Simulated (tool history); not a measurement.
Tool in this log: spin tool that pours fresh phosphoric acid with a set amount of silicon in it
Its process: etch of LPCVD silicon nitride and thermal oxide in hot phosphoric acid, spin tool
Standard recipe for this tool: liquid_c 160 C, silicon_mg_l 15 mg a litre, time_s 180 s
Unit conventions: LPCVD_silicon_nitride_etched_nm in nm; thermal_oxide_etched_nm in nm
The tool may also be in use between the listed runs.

run    hour  liquid_c  silicon_mg_l  time_s  wafers since the last listed run  hours since the thermometer was replaced  hours since the dissolved silicon flow meter was replaced  hours since the heated supply line was repaired  hours since the gauge calibration  read-back film thickness of the LPCVD silicon nitride reference wafer, read on the same gauge (nm)  read-back film thickness of the thermal oxide reference wafer, read on the same gauge (nm)  LPCVD_silicon_nitride_etched_nm  thermal_oxide_etched_nm
  1       0     162.5           7.5     285                                 0                                     441.2                                                     1906.9                                            307.9                               3072                                                                                               84.58                                                                                      73.983                            24.66                    0.906
         22  -- gauge calibrated
  2    52.5     161.5             7     255                               342                                     493.7                                                     1959.4                                            360.4                               30.5                                                                                               80.19                                                                                      70.149                            19.95                    0.721
  3      84       160             6     285                               205                                     525.2                                                     1990.9                                            391.9                                 62                                                                                               80.21                                                                                      70.175                            21.31                     0.71
  4   108.6       159            15     125                               160                                     549.8                                                     2015.5                                            416.5                               86.6                                                                                               80.27                                                                                      70.202                             8.93                     0.23
  5   151.7     157.5            12     125                               281                                     592.9                                                     2058.6                                            459.6                              129.7                                                                                               80.27                                                                                      70.255                             8.62                    0.217
  6     201     158.5            10      70                               322                                     642.2                                                     2107.9                                            508.9                                179                                                                                               80.41                                                                                      70.327                             4.97                    0.134
  7   250.7       159            21     270                               324                                     691.9                                                     2157.6                                            558.6                              228.7                                                                                               80.44                                                                                      70.389                            19.97                    0.459
  8   304.9     161.5          22.5      80                               354                                     746.1                                                     2211.8                                            612.8                              282.9                                                                                               80.52                                                                                       70.47                             6.36                    0.148
  9   374.4       160           8.5     180                               454                                     815.6                                                     2281.3                                            682.3                              352.4                                                                                               80.61                                                                                      70.556                            13.75                    0.421
 10     426     157.5            15     180                               337                                     867.2                                                     2332.9                                            733.9                                404                                                                                               80.71                                                                                       70.63                            12.36                    0.298
 11   477.2       160           9.5     270                               334                                     918.4                                                     2384.1                                            785.1                              455.2                                                                                               80.79                                                                                      70.652                            20.35                    0.646
        508  -- dissolved silicon flow meter replaced
 12   516.1       160            11     180                               247                                     957.3                                                        8.1                                              824                              494.1                                                                                               80.82                                                                                      70.724                            13.58                    0.377
 13   554.8       159            15     180                               252                                       996                                                       46.8                                            862.7                              532.8                                                                                               80.86                                                                                      70.776                            13.26                    0.316
 14   623.3       160           5.5     180                               447                                    1064.5                                                      115.3                                            931.2                              601.3                                                                                               81.02                                                                                      70.847                            13.45                    0.449
 15   676.3       161            15     180                               346                                    1117.5                                                      168.3                                            984.2                              654.3                                                                                               81.03                                                                                      70.909                            14.26                    0.416
 16   701.9     162.5            27     255                               167                                    1143.1                                                      193.9                                           1009.8                              679.9                                                                                               81.08                                                                                      70.936                            21.15                    0.443
 17   732.1       159            12     110                               197                                    1173.3                                                      224.1                                             1040                              710.1                                                                                               81.14                                                                                      70.996                             8.06                    0.212
 18   767.8       160          21.5     130                               233                                      1209                                                      259.8                                           1075.7                              745.8                                                                                               81.17                                                                                      71.064                             9.84                    0.222
 19   938.8     158.5          26.5     265                              1117                                      1380                                                      430.8                                           1246.7                              916.8                                                                                               81.38                                                                                      71.253                            19.25                    0.321
 20   995.6       160            15     180                               371                                    1436.8                                                      487.6                                           1303.5                              973.6                                                                                               81.51                                                                                      71.332                            13.77                     0.37
 21  1052.7       160          25.5     180                               373                                    1493.9                                                      544.7                                           1360.6                             1030.7                                                                                               81.57                                                                                      71.429                            13.74                    0.228
 22  1102.8       160            15     180                               327                                      1544                                                      594.8                                           1410.7                             1080.8                                                                                               81.64                                                                                      71.446                            13.89                    0.369

Measured less the same run without the tool's hidden state. The same run-to-run variation is in both; the gauge's scatter may not be:
Hidden state present: liquid hotter than its thermometer reads (K); dissolved silicon flow below the setpoint (%); temperature lost on the way to the wafer (K); gauge reads high (%).
run  LPCVD_silicon_nitride_etched_nm  thermal_oxide_etched_nm
  1                            +1.33                   +0.049
  2                            +0.04                   +0.002
  3                            +0.05                   +0.002
  4                            +0.03                   +0.001
  5                            +0.03                   +0.001
  6                            +0.02                   +0.001
  7                            +0.11                   +0.003
  8                            +0.04                   +0.001
  9                            +0.11                   +0.003
 10                             +0.1                   +0.003
 11                             +0.2                   +0.006
 12                            +0.14                   +0.004
 13                            +0.15                   +0.003
 14                            +0.16                   +0.005
 15                            +0.18                   +0.005
 16                            +0.28                   +0.006
 17                            +0.11                   +0.003
 18                            +0.14                   +0.003
 19                            +0.34                   +0.005
 20                            +0.26                   +0.007
 21                            +0.27                   +0.004
 22                            +0.28                   +0.007
